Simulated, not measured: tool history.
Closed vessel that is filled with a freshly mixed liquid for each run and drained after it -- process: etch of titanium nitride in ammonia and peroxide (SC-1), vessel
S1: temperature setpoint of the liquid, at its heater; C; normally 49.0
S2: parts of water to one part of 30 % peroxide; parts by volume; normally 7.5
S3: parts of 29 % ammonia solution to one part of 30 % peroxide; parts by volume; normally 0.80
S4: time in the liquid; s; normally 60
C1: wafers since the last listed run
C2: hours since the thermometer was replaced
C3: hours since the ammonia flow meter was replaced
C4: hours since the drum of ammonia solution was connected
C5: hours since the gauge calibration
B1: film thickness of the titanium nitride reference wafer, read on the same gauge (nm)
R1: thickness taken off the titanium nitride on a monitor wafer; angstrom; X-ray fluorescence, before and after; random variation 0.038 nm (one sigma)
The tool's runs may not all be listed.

{"run": 1, "day": 0.0, "S1": 49.0, "S2": 9.0, "S3": 0.9, "S4": 60, "C1": 0, "C2": 495.7, "C3": 2106.0, "C4": 591.7, "C5": 255.7, "B1": 29.99, "R1": 68.4}
{"run": 2, "day": 0.554, "S1": 49.0, "S2": 9.0, "S3": 0.9, "S4": 60, "C1": 1753, "C2": 509.0, "C3": 2119.3, "C4": 605.0, "C5": 269.0, "B1": 30.0, "R1": 68.5}
{"run": 3, "day": 1.742, "S1": 49.0, "S2": 7.5, "S3": 0.8, "S4": 60, "C1": 3757, "C2": 537.5, "C3": 2147.8, "C4": 633.5, "C5": 297.5, "B1": 29.99, "R1": 73.2}
{"run": 4, "day": 2.771, "S1": 49.0, "S2": 7.5, "S3": 0.8, "S4": 60, "C1": 3256, "C2": 562.2, "C3": 2172.5, "C4": 658.2, "C5": 322.2, "B1": 30.0, "R1": 73.4}
{"day": 3.117, "done": "ammonia flow meter replaced"}
{"run": 5, "day": 4.067, "S1": 49.0, "S2": 7.5, "S3": 0.8, "S4": 60, "C1": 3968, "C2": 593.3, "C3": 22.8, "C4": 689.3, "C5": 353.3, "B1": 30.01, "R1": 72.9}
{"run": 6, "day": 5.5, "S1": 49.0, "S2": 7.5, "S3": 0.8, "S4": 60, "C1": 4535, "C2": 627.7, "C3": 57.2, "C4": 723.7, "C5": 387.7, "B1": 30.02, "R1": 72.5}
{"run": 7, "day": 6.942, "S1": 49.0, "S2": 7.5, "S3": 0.8, "S4": 60, "C1": 4561, "C2": 662.3, "C3": 91.8, "C4": 758.3, "C5": 422.3, "B1": 30.0, "R1": 72.5}
{"run": 8, "day": 7.642, "S1": 49.0, "S2": 5.0, "S3": 0.7, "S4": 90, "C1": 2214, "C2": 679.1, "C3": 108.6, "C4": 775.1, "C5": 439.1, "B1": 29.99, "R1": 129.0}
{"day": 8.221, "done": "new drum of ammonia solution connected"}
{"run": 9, "day": 8.362, "S1": 49.0, "S2": 7.5, "S3": 0.65, "S4": 60, "C1": 2148, "C2": 696.4, "C3": 125.9, "C4": 3.4, "C5": 456.4, "B1": 30.04, "R1": 70.1}
{"run": 10, "day": 9.45, "S1": 49.0, "S2": 7.5, "S3": 0.8, "S4": 30, "C1": 3441, "C2": 722.5, "C3": 152.0, "C4": 29.5, "C5": 482.5, "B1": 29.98, "R1": 36.1}
{"run": 11, "day": 10.096, "S1": 49.0, "S2": 7.5, "S3": 0.8, "S4": 60, "C1": 2043, "C2": 738.0, "C3": 167.5, "C4": 45.0, "C5": 498.0, "B1": 30.01, "R1": 72.1}
{"run": 12, "day": 11.196, "S1": 49.0, "S2": 9.0, "S3": 1.05, "S4": 60, "C1": 3480, "C2": 764.4, "C3": 193.9, "C4": 71.4, "C5": 524.4, "B1": 30.01, "R1": 68.7}
{"run": 13, "day": 11.7, "S1": 55.5, "S2": 9.5, "S3": 0.45, "S4": 35, "C1": 1595, "C2": 776.5, "C3": 206.0, "C4": 83.5, "C5": 536.5, "B1": 30.01, "R1": 52.9}
{"run": 14, "day": 12.829, "S1": 49.0, "S2": 7.5, "S3": 0.8, "S4": 60, "C1": 3572, "C2": 803.6, "C3": 233.1, "C4": 110.6, "C5": 563.6, "B1": 29.98, "R1": 71.4}
{"run": 15, "day": 14.308, "S1": 49.0, "S2": 7.5, "S3": 0.8, "S4": 35, "C1": 4680, "C2": 839.1, "C3": 268.6, "C4": 146.1, "C5": 599.1, "B1": 29.98, "R1": 41.6}
{"day": 14.479, "done": "gauge calibrated"}
{"run": 16, "day": 14.954, "S1": 49.0, "S2": 7.5, "S3": 0.8, "S4": 60, "C1": 2043, "C2": 854.6, "C3": 284.1, "C4": 161.6, "C5": 11.4, "B1": 29.99, "R1": 71.3}
{"run": 17, "day": 15.738, "S1": 49.0, "S2": 10.0, "S3": 0.45, "S4": 60, "C1": 2478, "C2": 873.4, "C3": 302.9, "C4": 180.4, "C5": 30.2, "B1": 30.01, "R1": 55.8}
{"day": 16.942, "done": "thermometer replaced"}
{"run": 18, "day": 17.796, "S1": 57.5, "S2": 9.5, "S3": 0.8, "S4": 75, "C1": 6381, "C2": 20.5, "C3": 352.3, "C4": 229.8, "C5": 79.6, "B1": 30.0, "R1": 154.0}
{"run": 19, "day": 18.862, "S1": 49.0, "S2": 5.0, "S3": 0.6, "S4": 60, "C1": 3375, "C2": 46.1, "C3": 377.9, "C4": 255.4, "C5": 105.2, "B1": 29.99, "R1": 88.9}
{"run": 20, "day": 19.892, "S1": 46.5, "S2": 5.0, "S3": 0.9, "S4": 80, "C1": 3256, "C2": 70.8, "C3": 402.6, "C4": 280.1, "C5": 129.9, "B1": 30.0, "R1": 105.0}
{"run": 21, "day": 20.717, "S1": 52.5, "S2": 5.5, "S3": 0.8, "S4": 60, "C1": 2610, "C2": 90.6, "C3": 422.4, "C4": 299.9, "C5": 149.7, "B1": 29.99, "R1": 112.6}
{"run": 22, "day": 22.079, "S1": 55.5, "S2": 5.0, "S3": 0.8, "S4": 60, "C1": 4311, "C2": 123.3, "C3": 455.1, "C4": 332.6, "C5": 182.4, "B1": 29.96, "R1": 143.6}
{"run": 23, "day": 22.671, "S1": 49.0, "S2": 7.5, "S3": 0.8, "S4": 60, "C1": 1872, "C2": 137.5, "C3": 469.3, "C4": 346.8, "C5": 196.6, "B1": 30.0, "R1": 76.3}
{"run": 24, "day": 23.9, "S1": 39.5, "S2": 7.5, "S3": 0.8, "S4": 60, "C1": 3889, "C2": 167.0, "C3": 498.8, "C4": 376.3, "C5": 226.1, "B1": 30.01, "R1": 38.0}
{"run": 25, "day": 24.708, "S1": 49.0, "S2": 7.5, "S3": 0.8, "S4": 60, "C1": 2557, "C2": 186.4, "C3": 518.2, "C4": 395.7, "C5": 245.5, "B1": 30.0, "R1": 75.3}
{"run": 26, "day": 25.621, "S1": 49.0, "S2": 7.5, "S3": 0.8, "S4": 60, "C1": 2887, "C2": 208.3, "C3": 540.1, "C4": 417.6, "C5": 267.4, "B1": 29.97, "R1": 76.4}
{"run": 27, "day": 26.508, "S1": 43.5, "S2": 7.5, "S3": 0.8, "S4": 35, "C1": 2808, "C2": 229.6, "C3": 561.4, "C4": 438.9, "C5": 288.7, "B1": 30.02, "R1": 29.9}
{"run": 28, "day": 27.208, "S1": 49.0, "S2": 5.0, "S3": 0.8, "S4": 60, "C1": 2214, "C2": 246.4, "C3": 578.2, "C4": 455.7, "C5": 305.5, "B1": 29.99, "R1": 90.3}

Forecast each of these 4 alternatives for the next run:
{"run": "A", "day": 27.238, "S1": 49.0, "S2": 7.5, "S3": 0.8, "S4": 60, "C1": 92, "C2": 247.1, "C3": 578.9, "C4": 456.4, "C5": 306.2, "B1": "?", "R1": "?"}
{"run": "B", "day": 27.238, "S1": 52.5, "S2": 7.5, "S3": 1.2, "S4": 35, "C1": 92, "C2": 247.1, "C3": 578.9, "C4": 456.4, "C5": 306.2, "B1": "?", "R1": "?"}
{"run": "C", "day": 27.238, "S1": 57.0, "S2": 7.5, "S3": 0.45, "S4": 35, "C1": 92, "C2": 247.1, "C3": 578.9, "C4": 456.4, "C5": 306.2, "B1": "?", "R1": "?"}
{"run": "D", "day": 27.238, "S1": 49.0, "S2": 7.5, "S3": 1.05, "S4": 60, "C1": 92, "C2": 247.1, "C3": 578.9, "C4": 456.4, "C5": 306.2, "B1": "?", "R1": "?"}

run=A B1=29.98 R1=74.9
run=B B1=29.98 R1=58.9
run=C B1=29.98 R1=69.0
run=D B1=29.98 R1=77.8
Had the tool no hidden state, the same runs would have come out as:
run=A R1=76.5
run=B R1=60.2
run=C R1=70.4
run=D R1=79.5
